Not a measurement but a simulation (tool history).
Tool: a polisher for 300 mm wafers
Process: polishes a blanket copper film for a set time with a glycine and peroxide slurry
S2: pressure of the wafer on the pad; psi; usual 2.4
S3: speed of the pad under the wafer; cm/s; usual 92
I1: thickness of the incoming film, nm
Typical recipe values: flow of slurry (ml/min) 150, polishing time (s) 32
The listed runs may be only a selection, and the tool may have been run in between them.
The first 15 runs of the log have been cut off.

At hour 800.4: worn pad replaced by a new one.
Run 16, hour 832.8: usual settings but S2 2.8 psi, S3 118 cm/s; I1 1585.1. Result: film removed (Å) 1731.
Run 17, hour 866.8: usual settings but S3 78 cm/s; I1 1596.4. Result: film removed (Å) 1103.
Run 18, hour 896.8: usual settings; I1 1572.7. Result: film removed (Å) 1272.
Run 19, hour 944.2: usual settings but polishing time (s) 35; I1 1597.9. Result: film removed (Å) 1363.
Run 20, hour 987.1: usual settings but flow of slurry (ml/min) 120, polishing time (s) 36; I1 1582.6. Result: film removed (Å) 1388.
Run 21, hour 1049.6: usual settings but polishing time (s) 39; I1 1582. Result: film removed (Å) 1535.
Run 22, hour 1112.6: usual settings but flow of slurry (ml/min) 115, S2 1.9 psi, S3 78 cm/s, polishing time (s) 38; I1 1593.8. Result: film removed (Å) 1076.
Run 23, hour 1180.8: usual settings but flow of slurry (ml/min) 190, polishing time (s) 24; I1 1585.4. Result: film removed (Å) 974.
Run 24, hour 1221.3: usual settings; I1 1572.8. Result: film removed (Å) 1258.
At hour 1223.4: head pressure recalibrated.
At hour 1244.1: worn pad replaced by a new one.
At hour 1283.2: slurry nozzle cleaned.
Run 25, hour 1290.5: usual settings; I1 1602.4. Result: film removed (Å) 1250.
Run 26, hour 1322.6: usual settings but flow of slurry (ml/min) 185, S2 3 psi; I1 1596.2. Result: film removed (Å) 1556.
Run 27, hour 1356.1: usual settings but flow of slurry (ml/min) 190, S2 2.1 psi, S3 104 cm/s, polishing time (s) 24; I1 1611.8. Result: film removed (Å) 968.
Run 28, hour 1392.1: usual settings but S3 70 cm/s; I1 1571.1. Result: film removed (Å) 1034.
Run 29, hour 1443: usual settings but S3 106 cm/s; I1 1562.8. Result: film removed (Å) 1396.
Run 30, hour 1494.1: usual settings but S2 2.7 psi; I1 1578.5. Result: film removed (Å) 1378.
Run 31, hour 1564.8: usual settings but S3 110 cm/s, polishing time (s) 37; I1 1563.4. Result: film removed (Å) 1661.
Run 32, hour 1630.8: usual settings but polishing time (s) 23; I1 1567. Result: film removed (Å) 918.
At hour 1642.3: worn pad replaced by a new one.
Run 33, hour 1695.1: usual settings; I1 1563.2. Result: film removed (Å) 1264.
Run 34, hour 1751.5: usual settings but polishing time (s) 40; I1 1609.3. Result: film removed (Å) 1574.
Run 35, hour 1810.8: usual settings; I1 1568.1. Result: film removed (Å) 1248.
Run 36, hour 1853.5: usual settings but polishing time (s) 24; I1 1583.1. Result: film removed (Å) 947.

Predict each of these 5 candidate next runs independently; none follows another, all start after run 36:
Run A, hour 1853.9: usual settings; I1 1589.3. Result: film removed (Å) ?.
Run B, hour 1853.9: usual settings but flow of slurry (ml/min) 110, S2 1.8 psi, S3 68 cm/s, polishing time (s) 29; I1 1589.3. Result: film removed (Å) ?.
Run C, hour 1853.9: usual settings but flow of slurry (ml/min) 180, S2 3 psi, S3 100 cm/s, polishing time (s) 29; I1 1589.3. Result: film removed (Å) ?.
Run D, hour 1853.9: usual settings but flow of slurry (ml/min) 185, S2 2.7 psi, S3 102 cm/s, polishing time (s) 26; I1 1589.3. Result: film removed (Å) ?.
Run E, hour 1853.9: usual settings but S3 70 cm/s, polishing time (s) 37; I1 1589.3. Result: film removed (Å) ?.

run  film removed (Å)
  A              1236
  B               707
  C              1462
  D              1225
  E              1177
Stripped of hidden state, with their random variation kept, the same runs would have yielded:
run  film removed (Å)
  A              1236
  B               707
  C              1462
  D              1225
  E              1177
